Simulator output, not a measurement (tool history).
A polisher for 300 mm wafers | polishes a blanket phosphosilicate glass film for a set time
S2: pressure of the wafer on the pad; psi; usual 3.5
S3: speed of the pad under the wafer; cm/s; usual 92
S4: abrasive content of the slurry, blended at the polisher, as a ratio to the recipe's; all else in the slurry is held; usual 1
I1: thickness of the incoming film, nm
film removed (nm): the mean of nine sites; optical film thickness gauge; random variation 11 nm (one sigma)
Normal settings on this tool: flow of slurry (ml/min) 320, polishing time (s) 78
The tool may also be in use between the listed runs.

Run 1, day 0: usual settings but S3 110 cm/s; I1 2759.7. Result: film removed (nm) 869.8.
At day 1.258: worn pad replaced by a new one.
Run 2, day 1.95: usual settings but S3 110 cm/s; I1 2781.3. Result: film removed (nm) 931.6.
Run 3, day 3.9: usual settings; I1 2774.5. Result: film removed (nm) 796.3.
Run 4, day 5.504: usual settings but S2 2.8 psi; I1 2756.5. Result: film removed (nm) 661.3.
At day 5.867: conditioning disc replaced and pad reconditioned.
Run 5, day 7.862: usual settings but S2 2.8 psi; I1 2781.5. Result: film removed (nm) 632.2.
At day 10.483: slurry blender recalibrated.
Run 6, day 10.542: usual settings but polishing time (s) 70; I1 2765.9. Result: film removed (nm) 693.4.
At day 12.421: worn pad replaced by a new one.
Run 7, day 12.754: usual settings; I1 2782.4. Result: film removed (nm) 769.9.
Run 8, day 14.625: usual settings; I1 2794.7. Result: film removed (nm) 783.2.
Run 9, day 17.617: usual settings; I1 2765.5. Result: film removed (nm) 787.3.
At day 18.117: head pressure recalibrated.
At day 19.962: slurry nozzle cleaned.
Run 10, day 20.575: usual settings but flow of slurry (ml/min) 250, S4 0.8; I1 2722.5. Result: film removed (nm) 666.4.
Run 11, day 23.317: usual settings but flow of slurry (ml/min) 250, S4 0.8; I1 2774. Result: film removed (nm) 655.4.
At day 24.05: worn pad replaced by a new one.
At day 24.838: conditioning disc replaced and pad reconditioned.
At day 25.071: slurry blender recalibrated.
Run 12, day 26.062: usual settings but flow of slurry (ml/min) 280, S2 4.3 psi, S4 0.85, polishing time (s) 62; I1 2795.1. Result: film removed (nm) 679.6.
Run 13, day 27.304: usual settings; I1 2727.2. Result: film removed (nm) 780.
Run 14, day 28.662: usual settings but flow of slurry (ml/min) 225, S3 64 cm/s, S4 1.2, polishing time (s) 62; I1 2729.3. Result: film removed (nm) 475.2.
Run 15, day 31.158: usual settings but flow of slurry (ml/min) 280, S2 4.3 psi, S4 0.85, polishing time (s) 62; I1 2800.5. Result: film removed (nm) 655.4.
Run 16, day 33.517: usual settings; I1 2742.8. Result: film removed (nm) 749.6.
Run 17, day 35.062: usual settings but flow of slurry (ml/min) 270, S2 4 psi, S3 76 cm/s, S4 0.9; I1 2756.6. Result: film removed (nm) 664.3.
At day 36.954: worn pad replaced by a new one.
Run 18, day 37.858: usual settings but S2 4.4 psi, S4 1.1; I1 2763.1. Result: film removed (nm) 1005.2.
At day 38.15: slurry blender recalibrated.
Run 19, day 39.246: usual settings but flow of slurry (ml/min) 360, S2 2.8 psi; I1 2742.1. Result: film removed (nm) 681.3.
Run 20, day 41.488: usual settings but flow of slurry (ml/min) 425, S4 1.1, polishing time (s) 61; I1 2764.1. Result: film removed (nm) 653.7.
Run 21, day 42.521: usual settings; I1 2818. Result: film removed (nm) 775.9.
At day 42.717: head pressure recalibrated.
Run 22, day 44.438: usual settings but S3 78 cm/s, polishing time (s) 102; I1 2709.2. Result: film removed (nm) 878.8.
Run 23, day 46.125: usual settings but flow of slurry (ml/min) 245, S4 0.85, polishing time (s) 97; I1 2774.5. Result: film removed (nm) 845.5.
At day 47.958: slurry nozzle cleaned.
At day 48.054: conditioning disc replaced and pad reconditioned.
At day 48.733: worn pad replaced by a new one.
Run 24, day 48.754: usual settings but S4 0.75; I1 2732.7. Result: film removed (nm) 698.5.
Run 25, day 51.033: usual settings but flow of slurry (ml/min) 275, S3 74 cm/s, polishing time (s) 66; I1 2741.8. Result: film removed (nm) 548.7.
Run 26, day 53.938: usual settings but S2 4.1 psi, polishing time (s) 95; I1 2731.9. Result: film removed (nm) 1069.8.

Below are 3 alternative next runs, each starting from the tool's condition after run 26. Predict each:
Run A, day 53.954: usual settings but S4 1.3; I1 2723.1. Result: film removed (nm) ?.
Run B, day 53.954: usual settings but S2 3 psi, S3 80 cm/s; I1 2723.1. Result: film removed (nm) ?.
Run C, day 53.954: usual settings but flow of slurry (ml/min) 290, S3 80 cm/s, S4 1.1, polishing time (s) 86; I1 2723.1. Result: film removed (nm) ?.

run  film removed (nm)
  A              864.5
  B              616.2
  C                789
The same runs, with their run-to-run variation unchanged, on a tool lacking any hidden condition would have given:
run  film removed (nm)
  A                898
  B                640
  C              819.6
